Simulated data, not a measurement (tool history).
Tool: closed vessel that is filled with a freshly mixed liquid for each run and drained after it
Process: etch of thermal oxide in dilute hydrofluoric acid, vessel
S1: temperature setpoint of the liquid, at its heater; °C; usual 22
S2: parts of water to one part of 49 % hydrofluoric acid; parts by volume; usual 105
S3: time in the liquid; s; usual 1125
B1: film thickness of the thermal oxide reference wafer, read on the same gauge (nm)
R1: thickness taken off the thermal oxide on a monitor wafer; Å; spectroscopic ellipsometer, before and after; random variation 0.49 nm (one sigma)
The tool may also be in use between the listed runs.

run	hour	S1	S2	S3	B1	R1
1	0	22	105	1125	70.06	441.8
2	29.3	22	105	1125	70.01	447.7
3	54.6	22	105	1125	70.05	446.5
4	82.3	22	105	1125	70.01	455.5
5	100.8	22	105	1125	69.99	446.1
6	124.7	22	105	990	70.05	392.4
7	140	22	105	990	70.01	399.3
8	172.5	22	105	990	69.98	398.5
9	188	24	105	1125	70.01	482.6
# hour 212.4: hydrofluoric acid flow meter replaced
10	217.1	24	105	1125	69.97	492.4
11	230.9	24	105	1125	70	484.9
12	245.5	23.5	105	1125	70.01	469.9
13	264.9	22	105	1125	70.03	455.3
14	296.4	26.5	105	1650	69.94	776.1
15	326.2	22	155	1125	70.04	279.3
# hour 337.7: thermometer replaced
# hour 346.7: gauge calibrated
16	361.2	19	145	475	70.06	125.8
17	382.8	19.5	90	1600	70	745.7
18	404.6	22	85	1125	69.98	613.4
19	456.1	22	60	795	70.02	628.7
20	539.7	24	125	1685	70.01	647.6
21	568.9	18.5	105	1125	69.98	416.6
22	595.5	22	105	1125	69.98	471.8
23	610.6	22	105	1535	69.96	654.8
24	633.7	20	75	1635	69.97	924.4
25	653.4	22	105	1125	69.96	472.3
26	686.9	22	105	1125	70	481.5
27	717.3	22	105	1125	70.04	467.7
28	746.7	22	105	1125	69.98	478.7
# hour 766.8: hydrofluoric acid flow meter replaced
29	773.6	24	145	1125	69.98	362.1
30	807.1	26	105	1125	70	553.5
31	819.5	20.5	105	1630	70.03	652.2
32	852.1	22	105	1125	70.04	478.6
33	887.1	24	75	475	69.95	318

Forecast each of these 5 alternatives for the next run:
A	888.1	22	105	1125	?	?
B	888.1	23.5	55	760	?	?
C	888.1	22	55	480	?	?
D	888.1	22	135	1295	?	?
E	888.1	26.5	80	820	?	?

run	B1	R1
A	70.03	479.9
B	70.03	699.2
C	70.03	414.8
D	70.03	415.5
E	70.03	566.9
Without the tool's hidden state the same runs would have given:
run	R1
A	495.1
B	721.7
C	428.4
D	428.4
E	584.4

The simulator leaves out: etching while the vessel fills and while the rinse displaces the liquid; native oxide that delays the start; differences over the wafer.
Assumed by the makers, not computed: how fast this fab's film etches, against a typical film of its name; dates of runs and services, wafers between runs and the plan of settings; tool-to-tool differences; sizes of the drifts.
